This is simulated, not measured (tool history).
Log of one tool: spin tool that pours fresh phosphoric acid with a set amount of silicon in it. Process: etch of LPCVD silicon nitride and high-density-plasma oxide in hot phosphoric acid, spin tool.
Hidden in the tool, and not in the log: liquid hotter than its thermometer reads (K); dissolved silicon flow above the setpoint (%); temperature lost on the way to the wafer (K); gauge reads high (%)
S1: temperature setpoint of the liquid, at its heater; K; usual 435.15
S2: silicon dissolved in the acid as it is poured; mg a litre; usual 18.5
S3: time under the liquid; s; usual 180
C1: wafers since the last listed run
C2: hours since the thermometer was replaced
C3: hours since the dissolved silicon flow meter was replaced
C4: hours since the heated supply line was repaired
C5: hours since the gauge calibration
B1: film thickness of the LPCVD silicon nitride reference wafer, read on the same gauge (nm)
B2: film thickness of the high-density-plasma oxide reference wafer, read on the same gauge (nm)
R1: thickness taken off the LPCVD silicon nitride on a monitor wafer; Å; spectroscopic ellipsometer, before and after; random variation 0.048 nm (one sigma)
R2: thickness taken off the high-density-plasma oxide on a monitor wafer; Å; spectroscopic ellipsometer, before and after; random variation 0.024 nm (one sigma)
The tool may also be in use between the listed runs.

Run 1, hour 0.0: usual settings; C1 0; C2 981.9; C3 1045.4; C4 2649.4; C5 644.9; B1 79.99; B2 150.025. Result: R1 151.0 Å, R2 8.68 Å.
Run 2, hour 73.2: usual settings; C1 428; C2 1055.1; C3 1118.6; C4 2722.6; C5 718.1; B1 80.00; B2 150.003. Result: R1 151.2 Å, R2 9.08 Å.
Run 3, hour 136.3: usual settings; C1 369; C2 1118.2; C3 1181.7; C4 2785.7; C5 781.2; B1 79.99; B2 150.011. Result: R1 152.4 Å, R2 9.84 Å.
Run 4, hour 224.8: usual settings but S1 433.15 K; C1 517; C2 1206.7; C3 1270.2; C4 2874.2; C5 869.7; B1 79.99; B2 150.019. Result: R1 142.3 Å, R2 8.12 Å.
Run 5, hour 313.0: usual settings but S1 433.15 K; C1 516; C2 1294.9; C3 1358.4; C4 2962.4; C5 957.9; B1 79.98; B2 150.013. Result: R1 142.7 Å, R2 7.90 Å.
Run 6, hour 413.2: usual settings but S2 13.5 mg a litre, S3 245 s; C1 586; C2 1395.1; C3 1458.6; C4 3062.6; C5 1058.1; B1 79.96; B2 149.999. Result: R1 208.2 Å, R2 14.45 Å.
At hour 461.6: thermometer replaced.
Run 7, hour 498.4: usual settings but S2 13.5 mg a litre, S3 245 s; C1 492; C2 36.8; C3 1543.8; C4 3147.8; C5 1143.3; B1 80.03; B2 150.014. Result: R1 210.7 Å, R2 15.03 Å.
Run 8, hour 571.5: usual settings but S1 433.65 K, S2 13.0 mg a litre; C1 427; C2 109.9; C3 1616.9; C4 3220.9; C5 1216.4; B1 80.00; B2 150.000. Result: R1 146.8 Å, R2 10.50 Å.
At hour 614.2: thermometer replaced, repeated, since the last time left the tool worse.
At hour 759.2: heated supply line repaired.
Run 9, hour 764.9: usual settings; C1 1120; C2 150.7; C3 1810.3; C4 5.7; C5 1409.8; B1 79.99; B2 150.005. Result: R1 149.1 Å, R2 9.21 Å.
At hour 772.9: gauge calibrated.
Run 10, hour 836.2: usual settings but S1 436.15 K, S3 150 s; C1 417; C2 222.0; C3 1881.6; C4 77.0; C5 63.3; B1 79.99; B2 149.959. Result: R1 128.3 Å, R2 8.21 Å.
Run 11, hour 924.6: usual settings but S1 437.15 K, S3 230 s; C1 517; C2 310.4; C3 1970.0; C4 165.4; C5 151.7; B1 80.00; B2 149.970. Result: R1 205.8 Å, R2 13.27 Å.
At hour 927.8: dissolved silicon flow meter replaced.
Run 12, hour 1010.4: usual settings but S1 438.15 K, S2 4.5 mg a litre, S3 275 s; C1 496; C2 396.2; C3 82.6; C4 251.2; C5 237.5; B1 79.98; B2 149.990. Result: R1 253.3 Å, R2 24.44 Å.
Run 13, hour 1087.9: usual settings but S2 11.0 mg a litre; C1 453; C2 473.7; C3 160.1; C4 328.7; C5 315.0; B1 80.01; B2 150.002. Result: R1 149.9 Å, R2 10.82 Å.
Run 14, hour 1175.8: usual settings but S1 433.15 K, S2 32.5 mg a litre, S3 210 s; C1 514; C2 561.6; C3 248.0; C4 416.6; C5 402.9; B1 79.99; B2 150.013. Result: R1 163.6 Å, R2 5.90 Å.
Run 15, hour 1247.3: usual settings but S1 433.15 K, S2 30.0 mg a litre, S3 110 s; C1 418; C2 633.1; C3 319.5; C4 488.1; C5 474.4; B1 80.00; B2 150.035. Result: R1 86.1 Å, R2 3.38 Å.

Measured less the same run without the tool's hidden state. The same run-to-run variation is in both; the gauge's scatter may not be:
run    R1     R2
  1  +2.5  +0.32
  2  +2.7  +0.36
  3  +2.9  +0.40
  4  +2.9  +0.36
  5  +3.1  +0.38
  6  +4.7  +0.71
  7  +7.4  +1.14
  8  +5.4  +0.83
  9  +0.7  +0.10
 10  +0.8  +0.10
 11  +1.5  +0.20
 12  +2.1  +0.44
 13  +1.4  +0.22
 14  +1.8  +0.14
 15  +1.0  +0.09

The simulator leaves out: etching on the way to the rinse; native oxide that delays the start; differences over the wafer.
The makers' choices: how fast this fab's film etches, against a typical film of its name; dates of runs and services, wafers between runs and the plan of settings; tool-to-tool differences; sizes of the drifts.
